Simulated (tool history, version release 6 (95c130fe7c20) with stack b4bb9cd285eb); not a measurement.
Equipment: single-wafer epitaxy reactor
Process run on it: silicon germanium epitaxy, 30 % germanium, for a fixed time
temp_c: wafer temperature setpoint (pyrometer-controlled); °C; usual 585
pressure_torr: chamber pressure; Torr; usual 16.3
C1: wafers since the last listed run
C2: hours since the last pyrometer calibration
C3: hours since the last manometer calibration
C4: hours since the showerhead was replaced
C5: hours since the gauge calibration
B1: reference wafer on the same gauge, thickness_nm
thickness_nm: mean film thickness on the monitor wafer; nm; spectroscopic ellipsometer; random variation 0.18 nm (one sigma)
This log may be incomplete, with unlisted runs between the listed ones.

run 1 day=0.000 | temp_c=585 pressure_torr=19.1 | C1=0 C2=668.9 C3=807.2 C4=4110.9 C5=433.4 | B1=43.118 | thickness_nm=39.640
run 2 day=0.742 | temp_c=585 pressure_torr=19.1 | C1=155 C2=686.7 C3=825.0 C4=4128.7 C5=451.2 | B1=43.133 | thickness_nm=39.583
run 3 day=1.838 | temp_c=585 pressure_torr=19.1 | C1=230 C2=713.0 C3=851.3 C4=4155.0 C5=477.5 | B1=43.088 | thickness_nm=39.205
run 4 day=2.625 | temp_c=585 pressure_torr=16.3 | C1=165 C2=731.9 C3=870.2 C4=4173.9 C5=496.4 | B1=43.078 | thickness_nm=36.285
run 5 day=3.475 | temp_c=585 pressure_torr=16.3 | C1=178 C2=752.3 C3=890.6 C4=4194.3 C5=516.8 | B1=43.097 | thickness_nm=36.491
run 6 day=4.150 | temp_c=596 pressure_torr=16.3 | C1=141 C2=768.5 C3=906.8 C4=4210.5 C5=533.0 | B1=43.066 | thickness_nm=46.321
run 7 day=5.646 | temp_c=596 pressure_torr=16.3 | C1=314 C2=804.4 C3=942.7 C4=4246.4 C5=568.9 | B1=43.074 | thickness_nm=46.195
run 8 day=6.212 | temp_c=585 pressure_torr=16.3 | C1=119 C2=818.0 C3=956.3 C4=4260.0 C5=582.5 | B1=43.149 | thickness_nm=36.372
run 9 day=7.229 | temp_c=585 pressure_torr=16.3 | C1=213 C2=842.4 C3=980.7 C4=4284.4 C5=606.9 | B1=43.127 | thickness_nm=36.326
run 10 day=8.642 | temp_c=585 pressure_torr=16.3 | C1=296 C2=876.3 C3=1014.6 C4=4318.3 C5=640.8 | B1=43.021 | thickness_nm=36.106
run 11 day=9.496 | temp_c=585 pressure_torr=14.2 | C1=179 C2=896.8 C3=1035.1 C4=4338.8 C5=661.3 | B1=43.083 | thickness_nm=34.025
run 12 day=10.683 | temp_c=585 pressure_torr=14.2 | C1=249 C2=925.3 C3=1063.6 C4=4367.3 C5=689.8 | B1=43.066 | thickness_nm=34.188
-- day=11.583 gauge calibrated
run 13 day=11.962 | temp_c=585 pressure_torr=14.2 | C1=268 C2=956.0 C3=1094.3 C4=4398.0 C5=9.1 | B1=43.141 | thickness_nm=34.314
run 14 day=12.938 | temp_c=585 pressure_torr=16.3 | C1=204 C2=979.4 C3=1117.7 C4=4421.4 C5=32.5 | B1=43.102 | thickness_nm=36.308
run 15 day=14.104 | temp_c=585 pressure_torr=16.3 | C1=245 C2=1007.4 C3=1145.7 C4=4449.4 C5=60.5 | B1=43.050 | thickness_nm=36.480
run 16 day=14.804 | temp_c=597 pressure_torr=13.3 | C1=147 C2=1024.2 C3=1162.5 C4=4466.2 C5=77.3 | B1=43.024 | thickness_nm=42.737
run 17 day=15.388 | temp_c=585 pressure_torr=16.3 | C1=122 C2=1038.2 C3=1176.5 C4=4480.2 C5=91.3 | B1=43.101 | thickness_nm=36.115
run 18 day=16.508 | temp_c=597 pressure_torr=14.9 | C1=235 C2=1065.1 C3=1203.4 C4=4507.1 C5=118.2 | B1=43.102 | thickness_nm=44.696
run 19 day=17.850 | temp_c=598 pressure_torr=12.9 | C1=281 C2=1097.3 C3=1235.6 C4=4539.3 C5=150.4 | B1=43.095 | thickness_nm=42.751
run 20 day=18.825 | temp_c=585 pressure_torr=16.3 | C1=204 C2=1120.7 C3=1259.0 C4=4562.7 C5=173.8 | B1=43.079 | thickness_nm=36.098
run 21 day=19.467 | temp_c=571 pressure_torr=20.2 | C1=134 C2=1136.1 C3=1274.4 C4=4578.1 C5=189.2 | B1=43.135 | thickness_nm=29.389
-- day=20.008 showerhead replaced
run 22 day=20.454 | temp_c=580 pressure_torr=12.4 | C1=137 C2=1159.8 C3=1298.1 C4=10.7 C5=212.9 | B1=43.030 | thickness_nm=28.386
-- day=20.975 capacitance manometer re-zeroed and calibrated
run 23 day=21.304 | temp_c=585 pressure_torr=16.3 | C1=108 C2=1180.2 C3=7.9 C4=31.1 C5=233.3 | B1=43.011 | thickness_nm=36.459
-- day=22.450 pyrometer calibrated
run 24 day=22.592 | temp_c=580 pressure_torr=12.4 | C1=200 C2=3.4 C3=38.8 C4=62.0 C5=264.2 | B1=43.106 | thickness_nm=30.003
run 25 day=23.746 | temp_c=585 pressure_torr=16.3 | C1=242 C2=31.1 C3=66.5 C4=89.7 C5=291.9 | B1=43.148 | thickness_nm=37.541
run 26 day=25.550 | temp_c=590 pressure_torr=14.8 | C1=378 C2=74.4 C3=109.8 C4=133.0 C5=335.2 | B1=43.127 | thickness_nm=40.060
run 27 day=26.954 | temp_c=580 pressure_torr=14.6 | C1=294 C2=108.1 C3=143.5 C4=166.7 C5=368.9 | B1=43.073 | thickness_nm=31.430
run 28 day=28.367 | temp_c=593 pressure_torr=17.6 | C1=296 C2=142.0 C3=177.4 C4=200.6 C5=402.8 | B1=43.091 | thickness_nm=45.281
run 29 day=29.658 | temp_c=585 pressure_torr=12.8 | C1=271 C2=173.0 C3=208.4 C4=231.6 C5=433.8 | B1=43.119 | thickness_nm=32.805
run 30 day=30.338 | temp_c=593 pressure_torr=19.9 | C1=142 C2=189.3 C3=224.7 C4=247.9 C5=450.1 | B1=43.068 | thickness_nm=47.092
run 31 day=30.892 | temp_c=574 pressure_torr=14.3 | C1=116 C2=202.6 C3=238.0 C4=261.2 C5=463.4 | B1=43.076 | thickness_nm=26.750
run 32 day=31.658 | temp_c=596 pressure_torr=17.3 | C1=161 C2=221.0 C3=256.4 C4=279.6 C5=481.8 | B1=43.185 | thickness_nm=47.113
run 33 day=32.600 | temp_c=577 pressure_torr=20.2 | C1=197 C2=243.6 C3=279.0 C4=302.2 C5=504.4 | B1=43.109 | thickness_nm=33.343
run 34 day=33.750 | temp_c=585 pressure_torr=19.0 | C1=241 C2=271.2 C3=306.6 C4=329.8 C5=532.0 | B1=43.134 | thickness_nm=38.723
run 35 day=34.925 | temp_c=585 pressure_torr=13.6 | C1=246 C2=299.4 C3=334.8 C4=358.0 C5=560.2 | B1=43.010 | thickness_nm=33.156

Hidden state or all else? Some run-to-run changes of thickness_nm, split into what the settings, what came in and random variation would give without the hidden state, and what is left for the hidden state (with any gauge scatter that isn't in both results):
Hidden conditions of the tool in this case: wafer temperature above the value expected at the setpoint (K); true pressure above the setpoint (%); gauge reads high (%).
Run 23 -> 24: temp_c 585 -> 580, pressure_torr 16.3 -> 12.4, pyrometer calibrated. thickness_nm -6.456 nm: hidden state +1.899, all else -8.355.
Run 29 -> 30: temp_c 585 -> 593, pressure_torr 12.8 -> 19.9. thickness_nm +14.287 nm: hidden state -0.837, all else +15.124.
Run 30 -> 31: temp_c 593 -> 574, pressure_torr 19.9 -> 14.3. thickness_nm -20.342 nm: hidden state +0.992, all else -21.334.
Run 31 -> 32: temp_c 574 -> 596, pressure_torr 14.3 -> 17.3. thickness_nm +20.363 nm: hidden state -1.191, all else +21.554.
